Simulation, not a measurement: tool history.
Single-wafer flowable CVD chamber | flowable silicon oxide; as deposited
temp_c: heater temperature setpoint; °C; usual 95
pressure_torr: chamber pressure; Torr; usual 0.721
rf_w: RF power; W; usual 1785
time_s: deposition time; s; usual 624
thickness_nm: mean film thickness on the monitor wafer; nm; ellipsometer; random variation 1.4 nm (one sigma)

run	hour	temp_c	pressure_torr	rf_w	time_s	wafers since the last listed run	hours since the last thermocouple change	hours since the last RF generator calibration	hours since the last manometer calibration	hours since the showerhead was replaced	hours since the gauge calibration	read-back reference wafer on the same gauge, thickness_nm	thickness_nm
1	0	95	0.721	1785	548	0	1514.8	1168.2	2140.8	6410.1	509.1	439.102	282.843
2	39	95	0.721	1785	548	123	1553.8	1207.2	2179.8	6449.1	548.1	438.771	284.25
3	51.6	95	0.721	1785	548	39	1566.4	1219.8	2192.4	6461.7	560.7	439.176	282.241
4	59.8	95	0.721	1785	624	25	1574.6	1228	2200.6	6469.9	568.9	438.492	322.105
# hour 78.8: capacitance manometer re-zeroed and calibrated
5	79.3	95	0.721	1785	624	36	1594.1	1247.5	0.5	6489.4	588.4	438.665	321.214
6	85.4	95	0.721	1785	624	19	1600.2	1253.6	6.6	6495.5	594.5	438.74	323.426
7	94.5	95	0.721	1785	624	28	1609.3	1262.7	15.7	6504.6	603.6	439.147	322.683
# hour 104: showerhead replaced, of another model than before
8	111.2	95	0.721	1785	624	27	1626	1279.4	32.4	7.2	620.3	438.877	322.913
9	124.9	95	0.721	1785	624	43	1639.7	1293.1	46.1	20.9	634	439.398	322.492
# hour 137.6: gauge calibrated
10	141.8	95	0.721	1785	624	53	1656.6	1310	63	37.8	4.2	439.115	320.034
11	148.8	95	0.659	1785	624	22	1663.6	1317	70	44.8	11.2	438.851	304.054
# hour 157.3: thermocouple changed; heater temperature recalibrated
12	164.2	95	0.659	1785	624	23	6.9	1332.4	85.4	60.2	26.6	439.01	351.789
13	178	107	0.721	1900	624	43	20.7	1346.2	99.2	74	40.4	438.634	264.301
14	190.5	95	0.721	1785	743	39	33.2	1358.7	111.7	86.5	52.9	438.523	443.29
15	207.8	95	0.658	1785	624	54	50.5	1376	129	103.8	70.2	439.337	348.1
16	218.3	102	0.721	1785	737	33	61	1386.5	139.5	114.3	80.7	438.768	357.63
# hour 234.5: RF generator calibrated
17	235	103	0.596	1785	624	27	77.7	0.5	156.2	131	97.4	438.898	255.933
18	244.5	102	0.721	2035	624	29	87.2	10	165.7	140.5	106.9	439.618	304.035
19	258.3	95	0.665	2050	624	43	101	23.8	179.5	154.3	120.7	439.565	351.468
20	272.8	95	0.721	1785	624	45	115.5	38.3	194	168.8	135.2	439.13	364.422
21	288.1	95	0.721	1785	624	48	130.8	53.6	209.3	184.1	150.5	439.493	365.148
22	302.3	95	0.721	1785	624	44	145	67.8	223.5	198.3	164.7	439.03	360.313
23	308.7	91	0.721	1785	624	20	151.4	74.2	229.9	204.7	171.1	438.831	406.985
24	317.4	106	0.721	1955	624	27	160.1	82.9	238.6	213.4	179.8	439.121	265.847
25	330.4	95	0.721	1785	624	41	173.1	95.9	251.6	226.4	192.8	439.113	360.496
26	346.1	107	0.639	1785	624	49	188.8	111.6	267.3	242.1	208.5	438.85	231.962
27	397.7	84	0.624	1785	624	162	240.4	163.2	318.9	293.7	260.1	438.651	438.576
28	441.2	95	0.665	2050	624	137	283.9	206.7	362.4	337.2	303.6	439.08	336.89
29	453.3	95	0.721	1785	624	38	296	218.8	374.5	349.3	315.7	438.562	351.642

Hidden state at the last listed run before each entry between runs and at the first one after, where it differs:
Between runs 4 and 5: capacitance manometer re-zeroed and calibrated (hour 78.8)
  wafer temperature above the value expected at the setpoint (K): 4.7 -> 4.71
  measured less the result without the state, thickness_nm: -46.823 -> -46.777 nm
Between runs 7 and 8: showerhead replaced, of another model than before (hour 104)
  no hidden state differs between the two runs
  measured less the result without the state, thickness_nm: -47.053 -> -47.154 nm
Between runs 9 and 10: gauge calibrated (hour 137.6)
  wafer temperature above the value expected at the setpoint (K): 4.73 -> 4.74
  measured less the result without the state, thickness_nm: -47.147 -> -46.85 nm
Between runs 11 and 12: thermocouple changed; heater temperature recalibrated (hour 157.3)
  wafer temperature above the value expected at the setpoint (K): 4.74 -> -0.481
  measured less the result without the state, thickness_nm: -44.535 -> +4.911 nm
Between runs 16 and 17: RF generator calibrated (hour 234.5)
  wafer temperature above the value expected at the setpoint (K): 0.0145 -> 0.157
  measured less the result without the state, thickness_nm: -0.155 -> -1.199 nm

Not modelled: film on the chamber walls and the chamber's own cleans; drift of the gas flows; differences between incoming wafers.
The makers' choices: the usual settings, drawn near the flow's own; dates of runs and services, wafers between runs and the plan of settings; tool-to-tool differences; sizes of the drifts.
